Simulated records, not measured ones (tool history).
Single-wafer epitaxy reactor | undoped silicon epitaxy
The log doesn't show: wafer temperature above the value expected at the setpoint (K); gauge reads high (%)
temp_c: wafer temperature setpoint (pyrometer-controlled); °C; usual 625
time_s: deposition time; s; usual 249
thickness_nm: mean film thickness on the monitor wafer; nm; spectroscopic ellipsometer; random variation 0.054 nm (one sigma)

| run | hour | temp_c | time_s | wafers since the last listed run | hours since the last pyrometer calibration | hours since the gauge calibration | read-back reference wafer on the same gauge, thickness_nm | thickness_nm |
|---|---|---|---|---|---|---|---|---|
| 1 | 0.0 | 625 | 249 | 0 | 263.5 | 533.9 | 23.516 | 25.346 |
| 2 | 61.0 | 625 | 249 | 380 | 324.5 | 594.9 | 23.504 | 25.155 |
| 3 | 119.6 | 625 | 249 | 365 | 383.1 | 653.5 | 23.494 | 25.177 |
| 4 | 168.9 | 621 | 263 | 307 | 432.4 | 702.8 | 23.517 | 23.973 |
| 5 | 219.2 | 621 | 263 | 313 | 482.7 | 753.1 | 23.496 | 23.939 |
| 6 | 254.2 | 625 | 227 | 218 | 517.7 | 788.1 | 23.496 | 22.883 |
| 7 | 300.1 | 625 | 267 | 286 | 563.6 | 834.0 | 23.501 | 26.955 |
| 8 | 330.3 | 625 | 267 | 188 | 593.8 | 864.2 | 23.504 | 26.851 |
| 9 | 383.9 | 625 | 267 | 334 | 647.4 | 917.8 | 23.504 | 26.855 |
| 10 | 433.6 | 625 | 249 | 309 | 697.1 | 967.5 | 23.494 | 25.129 |
| 11 | 462.2 | 625 | 249 | 178 | 725.7 | 996.1 | 23.500 | 25.108 |
| 12 | 491.1 | 625 | 249 | 180 | 754.6 | 1025.0 | 23.493 | 25.050 |
| 13 | 517.3 | 625 | 249 | 163 | 780.8 | 1051.2 | 23.474 | 24.899 |
| 14 | 574.8 | 625 | 233 | 358 | 838.3 | 1108.7 | 23.472 | 23.188 |
| 15 | 644.2 | 625 | 233 | 432 | 907.7 | 1178.1 | 23.532 | 23.157 |
| 16 | 686.8 | 625 | 249 | 265 | 950.3 | 1220.7 | 23.478 | 24.821 |
| 17 | 753.1 | 640 | 291 | 413 | 1016.6 | 1287.0 | 23.512 | 42.469 |
| 18 | 795.8 | 621 | 263 | 266 | 1059.3 | 1329.7 | 23.493 | 23.398 |
|  | 818.6 | pyrometer calibrated |
| 19 | 850.4 | 632 | 249 | 290 | 31.8 | 1384.3 | 23.490 | 30.289 |
| 20 | 909.2 | 633 | 200 | 366 | 90.6 | 1443.1 | 23.472 | 24.927 |
| 21 | 1077.5 | 635 | 278 | 1049 | 258.9 | 1611.4 | 23.513 | 36.698 |
| 22 | 1141.3 | 625 | 262 | 397 | 322.7 | 1675.2 | 23.473 | 26.521 |
|  | 1159.9 | gauge calibrated |
| 23 | 1178.2 | 621 | 227 | 230 | 359.6 | 18.3 | 23.486 | 20.689 |
| 24 | 1217.5 | 639 | 289 | 245 | 398.9 | 57.6 | 23.507 | 41.996 |
| 25 | 1268.6 | 630 | 296 | 318 | 450.0 | 108.7 | 23.507 | 34.058 |
| 26 | 1334.4 | 630 | 249 | 410 | 515.8 | 174.5 | 23.503 | 28.608 |
| 27 | 1383.1 | 625 | 249 | 303 | 564.5 | 223.2 | 23.509 | 25.068 |
| 28 | 1413.4 | 631 | 267 | 188 | 594.8 | 253.5 | 23.487 | 31.461 |
| 29 | 1451.1 | 614 | 223 | 235 | 632.5 | 291.2 | 23.500 | 16.749 |
| 30 | 1521.5 | 625 | 249 | 438 | 702.9 | 361.6 | 23.503 | 24.928 |

Forecast each of these 4 alternatives for the next run:
| A | 1522.0 | 625 | 283 | 3 | 703.4 | 362.1 | ? | ? |
| B | 1522.0 | 636 | 270 | 3 | 703.4 | 362.1 | ? | ? |
| C | 1522.0 | 630 | 223 | 3 | 703.4 | 362.1 | ? | ? |
| D | 1522.0 | 613 | 249 | 3 | 703.4 | 362.1 | ? | ? |

| run | read-back reference wafer on the same gauge, thickness_nm | thickness_nm |
|---|---|---|
| A | 23.491 | 28.463 |
| B | 23.491 | 36.114 |
| C | 23.491 | 25.557 |
| D | 23.491 | 18.181 |
Without the tool's hidden state the same runs would have given:
| run | thickness_nm |
|---|---|
| A | 28.902 |
| B | 36.655 |
| C | 25.946 |
| D | 18.470 |
